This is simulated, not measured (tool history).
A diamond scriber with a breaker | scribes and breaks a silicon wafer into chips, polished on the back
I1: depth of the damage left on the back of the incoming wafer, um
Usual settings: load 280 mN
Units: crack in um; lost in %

run 1 hour=0 | load=335 | I1=0.02 | crack=14.84 lost=1.59
run 2 hour=17 | load=335 | I1=0.02 | crack=14.63 lost=1.63
run 3 hour=52.9 | load=280 | I1=0.02 | crack=13.62 lost=0.85
run 4 hour=72.1 | load=222 | I1=0.03 | crack=12.06 lost=1.79
run 5 hour=96.5 | load=222 | I1=0.05 | crack=11.94 lost=1.93
run 6 hour=128.3 | load=222 | I1=0.01 | crack=12.38 lost=1.99
run 7 hour=146.4 | load=280 | I1=0.01 | crack=13.2 lost=0.85
run 8 hour=168.5 | load=280 | I1=0.01 | crack=13.48 lost=0.84
run 9 hour=184.4 | load=280 | I1=0.03 | crack=13.34 lost=0.85
-- hour=194.8 diamond tip replaced by a new one
run 10 hour=218.8 | load=280 | I1=0.02 | crack=13.34 lost=0.88
run 11 hour=250.4 | load=238 | I1=0.04 | crack=12.76 lost=1.36
run 12 hour=273.5 | load=204 | I1=0.04 | crack=11.83 lost=2.62
run 13 hour=299.5 | load=253 | I1=0.03 | crack=12.99 lost=1.05
-- hour=310.3 load on the tip recalibrated
run 14 hour=312.6 | load=218 | I1=0.02 | crack=12.2 lost=1.93
run 15 hour=347.6 | load=280 | I1=0.04 | crack=13.45 lost=0.84
run 16 hour=360.2 | load=353 | I1=0.04 | crack=14.99 lost=2.04
run 17 hour=393.4 | load=280 | I1=0.02 | crack=13.33 lost=0.82
run 18 hour=423.4 | load=301 | I1=0.01 | crack=14.3 lost=0.93
run 19 hour=436.9 | load=316 | I1=0.02 | crack=14.37 lost=1.16
run 20 hour=472.8 | load=356 | I1=0.03 | crack=14.94 lost=2.14
run 21 hour=500 | load=214 | I1=0.02 | crack=11.87 lost=2.15

Forecast each of these 4 alternatives for the next run:
run A hour=500.6 | load=280 | I1=0.04 | crack=? lost=?
run B hour=500.6 | load=251 | I1=0.04 | crack=? lost=?
run C hour=500.6 | load=348 | I1=0.04 | crack=? lost=?
run D hour=500.6 | load=314 | I1=0.04 | crack=? lost=?

run=A crack=13.27 lost=0.86
run=B crack=12.65 lost=1.09
run=C crack=14.66 lost=1.89
run=D crack=13.98 lost=1.14
Without the tool's hidden state the same runs would have given:
run=A crack=13.27 lost=0.86
run=B crack=12.65 lost=1.09
run=C crack=14.66 lost=1.89
run=D crack=13.98 lost=1.14
